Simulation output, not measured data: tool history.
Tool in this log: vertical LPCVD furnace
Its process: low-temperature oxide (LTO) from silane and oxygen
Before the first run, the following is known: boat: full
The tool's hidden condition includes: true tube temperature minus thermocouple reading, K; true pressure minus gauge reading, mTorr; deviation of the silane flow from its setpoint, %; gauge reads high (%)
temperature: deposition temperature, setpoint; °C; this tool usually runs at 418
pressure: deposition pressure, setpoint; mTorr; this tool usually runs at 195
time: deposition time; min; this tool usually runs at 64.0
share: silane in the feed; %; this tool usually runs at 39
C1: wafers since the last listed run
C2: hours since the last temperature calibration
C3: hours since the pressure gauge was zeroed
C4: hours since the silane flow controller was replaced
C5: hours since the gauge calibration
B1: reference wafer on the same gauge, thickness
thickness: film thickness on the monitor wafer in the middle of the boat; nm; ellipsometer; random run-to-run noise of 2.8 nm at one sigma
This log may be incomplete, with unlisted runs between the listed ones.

{"run": 1, "hour": 0.0, "temperature": 418, "pressure": 195, "time": 50.5, "share": 39, "C1": 0, "C2": 3299.6, "C3": 3932.2, "C4": 1853.1, "C5": 696.4, "B1": 663.07, "thickness": 429.36}
{"run": 2, "hour": 79.6, "temperature": 418, "pressure": 195, "time": 50.5, "share": 39, "C1": 1369, "C2": 3379.2, "C3": 4011.8, "C4": 1932.7, "C5": 776.0, "B1": 664.57, "thickness": 426.06}
{"run": 3, "hour": 137.2, "temperature": 418, "pressure": 195, "time": 50.5, "share": 39, "C1": 990, "C2": 3436.8, "C3": 4069.4, "C4": 1990.3, "C5": 833.6, "B1": 664.17, "thickness": 427.86}
{"run": 4, "hour": 225.2, "temperature": 418, "pressure": 195, "time": 64.0, "share": 39, "C1": 1513, "C2": 3524.8, "C3": 4157.4, "C4": 2078.3, "C5": 921.6, "B1": 664.38, "thickness": 543.58}
{"run": 5, "hour": 265.4, "temperature": 418, "pressure": 195, "time": 64.0, "share": 39, "C1": 691, "C2": 3565.0, "C3": 4197.6, "C4": 2118.5, "C5": 961.8, "B1": 662.85, "thickness": 542.11}
{"run": 6, "hour": 313.4, "temperature": 418, "pressure": 215, "time": 64.0, "share": 39, "C1": 825, "C2": 3613.0, "C3": 4245.6, "C4": 2166.5, "C5": 1009.8, "B1": 663.83, "thickness": 592.54}
{"run": 7, "hour": 365.1, "temperature": 418, "pressure": 215, "time": 64.0, "share": 39, "C1": 889, "C2": 3664.7, "C3": 4297.3, "C4": 2218.2, "C5": 1061.5, "B1": 663.08, "thickness": 595.57}
{"hour": 519.8, "done": "gauge calibrated"}
{"hour": 521.2, "done": "pressure gauge zeroed"}
{"run": 8, "hour": 547.2, "temperature": 418, "pressure": 215, "time": 64.0, "share": 39, "C1": 2719, "C2": 3846.8, "C3": 26.0, "C4": 2400.3, "C5": 27.4, "B1": 664.19, "thickness": 592.02}
{"hour": 591.3, "done": "silane flow controller replaced"}
{"run": 9, "hour": 591.8, "temperature": 418, "pressure": 195, "time": 64.0, "share": 33, "C1": 354, "C2": 3891.4, "C3": 70.6, "C4": 0.5, "C5": 72.0, "B1": 663.31, "thickness": 462.65}
{"run": 10, "hour": 650.9, "temperature": 418, "pressure": 195, "time": 64.0, "share": 34, "C1": 1016, "C2": 3950.5, "C3": 129.7, "C4": 59.6, "C5": 131.1, "B1": 663.52, "thickness": 478.29}
{"hour": 708.9, "done": "thermocouples replaced and temperature profile calibrated"}
{"run": 11, "hour": 725.3, "temperature": 428, "pressure": 155, "time": 86.5, "share": 44, "C1": 866, "C2": 16.4, "C3": 204.1, "C4": 134.0, "C5": 205.5, "B1": 663.32, "thickness": 765.55}
{"run": 12, "hour": 813.7, "temperature": 414, "pressure": 195, "time": 48.0, "share": 39, "C1": 1520, "C2": 104.8, "C3": 292.5, "C4": 222.4, "C5": 293.9, "B1": 663.67, "thickness": 408.55}
{"run": 13, "hour": 907.0, "temperature": 418, "pressure": 195, "time": 64.0, "share": 33, "C1": 1604, "C2": 198.1, "C3": 385.8, "C4": 315.7, "C5": 387.2, "B1": 664.49, "thickness": 459.57}
{"run": 14, "hour": 945.8, "temperature": 418, "pressure": 195, "time": 77.5, "share": 39, "C1": 667, "C2": 236.9, "C3": 424.6, "C4": 354.5, "C5": 426.0, "B1": 664.63, "thickness": 688.7}
{"run": 15, "hour": 1030.1, "temperature": 410, "pressure": 195, "time": 64.0, "share": 39, "C1": 1449, "C2": 321.2, "C3": 508.9, "C4": 438.8, "C5": 510.3, "B1": 663.6, "thickness": 518.27}
{"run": 16, "hour": 1074.9, "temperature": 422, "pressure": 195, "time": 64.0, "share": 36, "C1": 770, "C2": 366.0, "C3": 553.7, "C4": 483.6, "C5": 555.1, "B1": 663.67, "thickness": 534.9}

Estimate the outcome of run 17 from the log above:
{"run": 17, "hour": 1172.4, "temperature": 418, "pressure": 240, "time": 64.0, "share": 39, "C1": 1677, "C2": 463.5, "C3": 651.2, "C4": 581.1, "C5": 652.6, "B1": "?", "thickness": "?"}

B1: 664.10
thickness: 699.72 nm
Without the tool's hidden state the same run would have given thickness 702.40 nm.
